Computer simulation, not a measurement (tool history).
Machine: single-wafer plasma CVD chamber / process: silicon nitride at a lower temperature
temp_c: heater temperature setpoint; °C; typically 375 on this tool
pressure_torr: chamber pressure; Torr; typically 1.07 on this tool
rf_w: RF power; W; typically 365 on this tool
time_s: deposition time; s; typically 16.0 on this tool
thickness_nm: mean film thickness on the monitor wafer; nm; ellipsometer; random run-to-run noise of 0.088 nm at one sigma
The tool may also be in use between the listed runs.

run,day,temp_c,pressure_torr,rf_w,time_s,"read-back reference wafer on the same gauge, thickness_nm",thickness_nm
1,0.000,375,1.07,365,16.0,16.898,18.537
# day 2.288: thermocouple changed; heater temperature recalibrated
2,2.746,375,1.07,365,16.0,16.908,18.390
# day 4.317: capacitance manometer re-zeroed and calibrated
3,4.496,375,1.07,365,16.0,16.894,18.575
4,7.200,375,1.07,365,18.4,16.899,20.974
# day 8.242: RF generator calibrated
5,8.950,375,1.07,365,18.4,16.893,22.092
6,11.567,375,1.07,335,16.0,16.900,18.427
7,12.917,375,1.07,335,16.0,16.907,18.337
8,14.875,375,1.07,365,16.0,16.893,18.934
9,16.433,375,1.07,365,16.0,16.911,18.901
10,19.333,375,1.14,365,16.0,16.893,19.351
11,22.021,370,1.23,320,15.2,16.896,17.582
# day 24.212: showerhead replaced
12,24.233,375,1.07,335,16.0,16.886,18.174
13,24.983,375,1.07,365,15.0,16.896,17.794
14,26.475,375,1.00,365,13.5,16.904,15.752
15,28.458,375,1.07,365,18.4,16.903,21.823
16,29.500,367,1.26,410,18.1,16.894,23.616
17,31.846,367,1.26,410,18.1,16.900,23.503
18,33.054,365,1.14,400,17.6,16.911,22.145
19,34.296,385,0.88,365,17.7,16.892,19.522
20,35.950,375,0.83,365,17.9,16.908,19.442
# day 36.104: gauge calibrated
21,38.450,375,1.07,365,16.0,16.909,18.649
22,41.400,380,0.92,305,14.2,16.891,14.693
23,42.633,388,1.07,405,16.0,16.889,19.577
24,43.750,375,1.07,320,14.8,16.909,16.396
25,44.946,375,1.07,385,16.0,16.902,19.190
# day 47.046: thermocouple changed; heater temperature recalibrated
26,47.812,381,1.28,365,16.0,16.907,19.726
27,50.246,375,0.88,420,15.0,16.915,17.841
28,52.246,375,1.07,365,18.4,16.915,21.461

List, for all runs, the conditions of the tool that the log does not record:
wafer temperature above the value expected at the setpoint (K): 0 at every run
true pressure above the setpoint (%): 0 at every run
gauge reads high (%): 0 at every run
H1: delivered RF power above the setpoint (%)
run,H1
1,-8.46
2,-8.49
3,-8.52
4,-8.55
5,-0.289
6,-0.9
7,-1.2
8,-1.61
9,-1.92
10,-2.46
11,-2.92
12,-3.27
13,-3.39
14,-3.61
15,-3.89
16,-4.03
17,-4.33
18,-4.48
19,-4.62
20,-4.81
21,-5.07
22,-5.36
23,-5.47
24,-5.57
25,-5.67
26,-5.9
27,-6.09
28,-6.23
